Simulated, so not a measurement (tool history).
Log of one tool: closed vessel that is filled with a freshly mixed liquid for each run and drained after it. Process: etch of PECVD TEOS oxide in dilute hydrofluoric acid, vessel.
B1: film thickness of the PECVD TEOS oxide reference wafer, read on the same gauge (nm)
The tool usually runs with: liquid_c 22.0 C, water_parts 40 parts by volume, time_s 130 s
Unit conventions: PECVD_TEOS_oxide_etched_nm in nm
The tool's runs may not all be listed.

Run 1, hour 0.0: usual settings; B1 80.00. Result: PECVD_TEOS_oxide_etched_nm 35.55 nm.
Run 2, hour 46.8: usual settings; B1 80.03. Result: PECVD_TEOS_oxide_etched_nm 35.43 nm.
At hour 64.7: gauge calibrated.
Run 3, hour 99.6: usual settings but liquid_c 18.5 C; B1 80.00. Result: PECVD_TEOS_oxide_etched_nm 30.03 nm.
Run 4, hour 138.5: usual settings but liquid_c 18.5 C; B1 79.99. Result: PECVD_TEOS_oxide_etched_nm 30.10 nm.
Run 5, hour 170.6: usual settings; B1 80.00. Result: PECVD_TEOS_oxide_etched_nm 34.85 nm.
Run 6, hour 241.4: usual settings; B1 80.03. Result: PECVD_TEOS_oxide_etched_nm 34.82 nm.
Run 7, hour 288.7: usual settings; B1 80.04. Result: PECVD_TEOS_oxide_etched_nm 34.46 nm.
Run 8, hour 314.3: usual settings; B1 79.99. Result: PECVD_TEOS_oxide_etched_nm 34.32 nm.
Run 9, hour 380.4: usual settings; B1 80.01. Result: PECVD_TEOS_oxide_etched_nm 34.09 nm.
Run 10, hour 408.3: usual settings; B1 79.97. Result: PECVD_TEOS_oxide_etched_nm 34.16 nm.
Run 11, hour 436.7: usual settings; B1 80.03. Result: PECVD_TEOS_oxide_etched_nm 33.86 nm.
Run 12, hour 473.6: usual settings; B1 80.01. Result: PECVD_TEOS_oxide_etched_nm 33.71 nm.
Run 13, hour 652.6: usual settings; B1 80.02. Result: PECVD_TEOS_oxide_etched_nm 33.62 nm.
Run 14, hour 801.4: usual settings; B1 79.98. Result: PECVD_TEOS_oxide_etched_nm 32.94 nm.
At hour 841.9: hydrofluoric acid flow meter replaced.
At hour 847.9: gauge calibrated.
Run 15, hour 852.4: usual settings but liquid_c 18.0 C, water_parts 30 parts by volume; B1 80.01. Result: PECVD_TEOS_oxide_etched_nm 39.04 nm.
At hour 857.7: thermometer replaced.
Run 16, hour 894.5: usual settings but water_parts 20 parts by volume, time_s 85 s; B1 80.00. Result: PECVD_TEOS_oxide_etched_nm 49.05 nm.
Run 17, hour 966.4: usual settings but liquid_c 20.0 C; B1 80.00. Result: PECVD_TEOS_oxide_etched_nm 33.23 nm.
Run 18, hour 1004.4: usual settings; B1 80.01. Result: PECVD_TEOS_oxide_etched_nm 35.70 nm.
Run 19, hour 1060.4: usual settings; B1 79.99. Result: PECVD_TEOS_oxide_etched_nm 36.37 nm.
Run 20, hour 1121.5: usual settings but water_parts 60 parts by volume; B1 80.01. Result: PECVD_TEOS_oxide_etched_nm 23.14 nm.
Run 21, hour 1316.3: usual settings; B1 79.99. Result: PECVD_TEOS_oxide_etched_nm 34.91 nm.
Run 22, hour 1385.7: usual settings but water_parts 55 parts by volume, time_s 90 s; B1 80.00. Result: PECVD_TEOS_oxide_etched_nm 17.20 nm.
Run 23, hour 1435.6: usual settings but liquid_c 26.0 C, water_parts 20 parts by volume, time_s 70 s; B1 80.00. Result: PECVD_TEOS_oxide_etched_nm 45.26 nm.
Run 24, hour 1473.8: usual settings but liquid_c 20.5 C, water_parts 30 parts by volume, time_s 200 s; B1 80.02. Result: PECVD_TEOS_oxide_etched_nm 67.42 nm.
Run 25, hour 1507.6: usual settings but liquid_c 17.5 C, water_parts 50 parts by volume, time_s 50 s; B1 80.01. Result: PECVD_TEOS_oxide_etched_nm 8.51 nm.
Run 26, hour 1555.0: usual settings; B1 80.01. Result: PECVD_TEOS_oxide_etched_nm 34.29 nm.
At hour 1604.5: gauge calibrated.
Run 27, hour 1618.5: usual settings; B1 79.99. Result: PECVD_TEOS_oxide_etched_nm 34.01 nm.
Run 28, hour 1652.4: usual settings but liquid_c 25.5 C, water_parts 30 parts by volume, time_s 205 s; B1 80.01. Result: PECVD_TEOS_oxide_etched_nm 83.37 nm.

What if the next run were any one of these 5? Each begins from the tool's condition after run 28:
Run A, hour 1653.1: usual settings; B1 ?. Result: PECVD_TEOS_oxide_etched_nm ?.
Run B, hour 1653.1: usual settings but water_parts 50 parts by volume; B1 ?. Result: PECVD_TEOS_oxide_etched_nm ?.
Run C, hour 1653.1: usual settings but liquid_c 26.0 C, water_parts 30 parts by volume, time_s 195 s; B1 ?. Result: PECVD_TEOS_oxide_etched_nm ?.
Run D, hour 1653.1: usual settings but water_parts 30 parts by volume, time_s 170 s; B1 ?. Result: PECVD_TEOS_oxide_etched_nm ?.
Run E, hour 1653.1: usual settings but liquid_c 24.0 C, water_parts 30 parts by volume, time_s 160 s; B1 ?. Result: PECVD_TEOS_oxide_etched_nm ?.

run     B1  PECVD_TEOS_oxide_etched_nm
  A  80.00                       33.67
  B  80.00                       26.59
  C  80.00                       80.74
  D  80.00                       59.47
  E  80.00                       60.93
Had the tool no hidden state, the same runs would have come out as:
run  PECVD_TEOS_oxide_etched_nm
  A                       36.96
  B                       29.20
  C                       88.52
  D                       65.27
  E                       66.84

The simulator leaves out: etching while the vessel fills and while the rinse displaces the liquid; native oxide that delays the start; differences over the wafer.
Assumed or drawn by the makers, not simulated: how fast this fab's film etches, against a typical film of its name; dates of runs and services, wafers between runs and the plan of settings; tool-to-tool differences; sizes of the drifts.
